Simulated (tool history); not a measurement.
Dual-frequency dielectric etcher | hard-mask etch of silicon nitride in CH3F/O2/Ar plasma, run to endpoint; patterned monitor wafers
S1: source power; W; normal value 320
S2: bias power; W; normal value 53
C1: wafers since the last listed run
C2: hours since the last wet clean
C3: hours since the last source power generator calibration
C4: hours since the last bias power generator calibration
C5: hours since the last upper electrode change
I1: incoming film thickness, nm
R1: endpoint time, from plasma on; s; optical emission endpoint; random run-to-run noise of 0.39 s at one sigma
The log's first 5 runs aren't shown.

{"run": 6, "day": 26.729, "S1": 370, "S2": 48, "C1": 1326, "C2": 113, "C3": 3328.9, "C4": 3348.9, "C5": 2381.8, "I1": 55, "R1": 90.9}
{"run": 7, "day": 30.621, "S1": 370, "S2": 48, "C1": 1423, "C2": 206.4, "C3": 3422.3, "C4": 3442.3, "C5": 2475.2, "I1": 54.7, "R1": 91.1}
{"run": 8, "day": 32.204, "S1": 320, "S2": 53, "C1": 579, "C2": 244.4, "C3": 3460.3, "C4": 3480.3, "C5": 2513.2, "I1": 54.4, "R1": 91.2}
{"run": 9, "day": 36.067, "S1": 320, "S2": 53, "C1": 1413, "C2": 337.1, "C3": 3553, "C4": 3573, "C5": 2605.9, "I1": 55.3, "R1": 93}
{"run": 10, "day": 39.762, "S1": 320, "S2": 53, "C1": 1352, "C2": 425.8, "C3": 3641.7, "C4": 3661.7, "C5": 2694.6, "I1": 54.9, "R1": 94.4}
{"day": 49.958, "done": "source power generator calibrated"}
{"run": 11, "day": 51.042, "S1": 320, "S2": 53, "C1": 4065, "C2": 696.5, "C3": 26, "C4": 3932.4, "C5": 2965.3, "I1": 54.6, "R1": 95.6}
{"day": 54.133, "done": "wet clean of the chamber"}
{"run": 12, "day": 54.154, "S1": 320, "S2": 53, "C1": 772, "C2": 0.5, "C3": 100.7, "C4": 4007.1, "C5": 3040, "I1": 54.7, "R1": 90.5}
{"run": 13, "day": 58.108, "S1": 320, "S2": 53, "C1": 1446, "C2": 95.4, "C3": 195.6, "C4": 4102, "C5": 3134.9, "I1": 54, "R1": 89.7}
{"day": 60.017, "done": "bias power generator calibrated"}
{"run": 14, "day": 62.033, "S1": 320, "S2": 53, "C1": 1374, "C2": 189.6, "C3": 289.8, "C4": 48.4, "C5": 3229.1, "I1": 54.8, "R1": 91.7}
{"run": 15, "day": 65.55, "S1": 320, "S2": 53, "C1": 1286, "C2": 274, "C3": 374.2, "C4": 132.8, "C5": 3313.5, "I1": 54.1, "R1": 90.3}
{"run": 16, "day": 68.808, "S1": 380, "S2": 53, "C1": 1192, "C2": 352.2, "C3": 452.4, "C4": 211, "C5": 3391.7, "I1": 54.8, "R1": 89.1}
{"run": 17, "day": 77.292, "S1": 380, "S2": 53, "C1": 3103, "C2": 555.8, "C3": 656, "C4": 414.6, "C5": 3595.3, "I1": 54.1, "R1": 89.4}

Predict the results of run 18:
{"run": 18, "day": 79.642, "S1": 320, "S2": 53, "C1": 859, "C2": 612.2, "C3": 712.4, "C4": 471, "C5": 3651.7, "I1": 54.1, "R1": "?"}

Run 18 produced R1 94.4 s.
Minus the tool's unlogged condition, the same run would have read R1 89.4 s.
